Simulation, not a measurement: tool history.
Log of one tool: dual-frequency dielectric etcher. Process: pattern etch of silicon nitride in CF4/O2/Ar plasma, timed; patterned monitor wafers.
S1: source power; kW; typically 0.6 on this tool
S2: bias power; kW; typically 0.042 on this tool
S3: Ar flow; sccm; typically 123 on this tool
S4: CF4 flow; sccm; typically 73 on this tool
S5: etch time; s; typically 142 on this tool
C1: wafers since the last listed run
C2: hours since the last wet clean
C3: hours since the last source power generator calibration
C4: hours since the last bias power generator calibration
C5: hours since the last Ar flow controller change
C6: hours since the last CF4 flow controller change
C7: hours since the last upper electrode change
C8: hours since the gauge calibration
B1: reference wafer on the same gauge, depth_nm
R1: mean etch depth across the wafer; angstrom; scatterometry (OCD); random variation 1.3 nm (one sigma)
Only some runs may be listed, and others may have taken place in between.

run,hour,S1,S2,S3,S4,S5,C1,C2,C3,C4,C5,C6,C7,C8,B1,R1
1,0,0.6,0.042,123,82,142,0,393.6,3782.9,4051.4,5251.1,4466,4328.8,1011.4,277,2820
2,53.3,0.6,0.042,123,82,142,395,446.9,3836.2,4104.7,5304.4,4519.3,4382.1,1064.7,277.3,2849
3,145.5,0.6,0.042,123,82,142,683,539.1,3928.4,4196.9,5396.6,4611.5,4474.3,1156.9,276.9,2851
# hour 201.3: gauge calibrated
# hour 203.1: wet clean of the chamber
4,209.5,0.6,0.042,123,73,142,296,6.4,3992.4,4260.9,5460.6,4675.5,4538.3,8.2,277.4,2792
# hour 277.1: CF4 flow controller replaced
5,277.6,0.6,0.042,123,73,142,460,74.5,4060.5,4329,5528.7,0.5,4606.4,76.3,276.7,2773
6,334.5,0.6,0.042,123,73,142,421,131.4,4117.4,4385.9,5585.6,57.4,4663.3,133.2,277.4,2787
7,374.4,0.6,0.042,123,73,142,295,171.3,4157.3,4425.8,5625.5,97.3,4703.2,173.1,276.8,2807
8,480.2,0.71,0.042,123,73,142,784,277.1,4263.1,4531.6,5731.3,203.1,4809,278.9,277.1,3336
9,536,0.55,0.052,113,73,169,413,332.9,4318.9,4587.4,5787.1,258.9,4864.8,334.7,276.7,3313
# hour 605.5: upper electrode replaced
10,609.2,0.6,0.048,107,73,142,364,406.1,4392.1,4660.6,5860.3,332.1,3.7,407.9,276.8,3033
# hour 740.1: bias power generator calibrated
# hour 747.3: wet clean of the chamber
11,747.8,0.6,0.042,123,73,142,944,0.5,4530.7,7.7,5998.9,470.7,142.3,546.5,276.6,2838
12,781.1,0.6,0.042,136,73,175.5,246,33.8,4564,41,6032.2,504,175.6,579.8,277.3,3412

Expected results for the next run?
13,856.5,0.45,0.042,123,73,142,559,109.2,4639.4,116.4,6107.6,579.4,251,655.2,?,?

B1: 276.4
R1: 2078 angstrom
Take away the tool's hidden state, keep the run-to-run variation as it was, and the same run would have given R1 1972 angstrom.

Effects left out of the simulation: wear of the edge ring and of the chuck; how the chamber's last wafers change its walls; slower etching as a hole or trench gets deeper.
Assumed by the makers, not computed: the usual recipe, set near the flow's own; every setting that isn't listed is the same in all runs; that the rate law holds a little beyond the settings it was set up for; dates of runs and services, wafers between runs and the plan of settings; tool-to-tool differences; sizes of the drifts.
